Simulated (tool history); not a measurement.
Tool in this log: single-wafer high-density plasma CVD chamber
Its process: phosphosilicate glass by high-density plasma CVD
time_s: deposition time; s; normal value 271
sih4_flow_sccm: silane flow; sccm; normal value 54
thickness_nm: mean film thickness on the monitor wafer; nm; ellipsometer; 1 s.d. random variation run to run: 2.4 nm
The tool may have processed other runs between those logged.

run   hour  time_s  sih4_flow_sccm  wafers since the last listed run  hours since the silane flow controller was replaced  hours since the gauge calibration  read-back reference wafer on the same gauge, thickness_nm  thickness_nm
  1    0.0     271              54                                 0                                               3690.3                              515.2                                                   1539.630      1506.168
  2   26.3     271              54                               222                                               3716.6                              541.5                                                   1539.829      1504.932
  3   61.0     271              54                               293                                               3751.3                              576.2                                                   1539.674      1504.866
  4   81.3     271              54                               171                                               3771.6                              596.5                                                   1539.513      1507.360
  5   97.1     271              54                               133                                               3787.4                              612.3                                                   1539.470      1508.209
      99.3  -- gauge calibrated
  6  117.7     271              58                               174                                               3808.0                               18.4                                                   1539.721      1576.096
  7  148.7     271              58                               262                                               3839.0                               49.4                                                   1539.789      1580.202
  8  187.1     271              54                               324                                               3877.4                               87.8                                                   1540.163      1506.109
  9  205.5     250              54                               155                                               3895.8                              106.2                                                   1539.356      1392.987
 10  238.1     250              54                               275                                               3928.4                              138.8                                                   1540.380      1388.801
 11  262.9     271              54                               209                                               3953.2                              163.6                                                   1539.813      1509.083
     306.4  -- silane flow controller replaced
 12  317.0     271              54                               389                                                 10.6                              217.7                                                   1538.980      1460.051
 13  338.0     271              54                               177                                                 31.6                              238.7                                                   1540.086      1451.825
 14  354.8     289              49                               141                                                 48.4                              255.5                                                   1540.190      1459.247
 15  450.7     271              49                               810                                                144.3                              351.4                                                   1539.254      1367.685
 16  486.2     233              50                               300                                                179.8                              386.9                                                   1540.010      1193.039
 17  512.1     314              51                               218                                                205.7                              412.8                                                   1539.867      1631.152
 18  535.3     310              45                               196                                                228.9                              436.0                                                   1540.490      1489.430
 19  643.1     271              54                               911                                                336.7                              543.8                                                   1540.336      1457.371
 20  659.3     271              58                               136                                                352.9                              560.0                                                   1540.190      1528.329
     669.6  -- gauge calibrated
 21  691.7     304              65                               273                                                385.3                               22.1                                                   1539.863      1849.796
 22  709.2     249              59                               147                                                402.8                               39.6                                                   1539.899      1420.096
 23  743.8     256              54                               292                                                437.4                               74.2                                                   1539.129      1379.957
 24  774.8     233              47                               262                                                468.4                              105.2                                                   1540.788      1151.883
 25  805.0     271              49                               255                                                498.6                              135.4                                                   1539.987      1376.409
 26  822.8     271              54                               150                                                516.4                              153.2                                                   1540.507      1465.789
 27  848.1     271              54                               213                                                541.7                              178.5                                                   1539.769      1459.030

Give the tool's hidden conditions for every run:
gauge reads high (%): 0 in every run
H1: delivered silane flow above the setpoint (%)
run    H1
  1  6.44
  2  6.48
  3  6.53
  4  6.56
  5  6.59
  6  6.62
  7  6.67
  8  6.73
  9  6.76
 10  6.81
 11  6.85
 12  1.05
 13  1.08
 14   1.1
 15  1.25
 16  1.31
 17  1.35
 18  1.39
 19  1.55
 20  1.58
 21  1.63
 22  1.66
 23  1.71
 24  1.76
 25  1.81
 26  1.83
 27  1.87
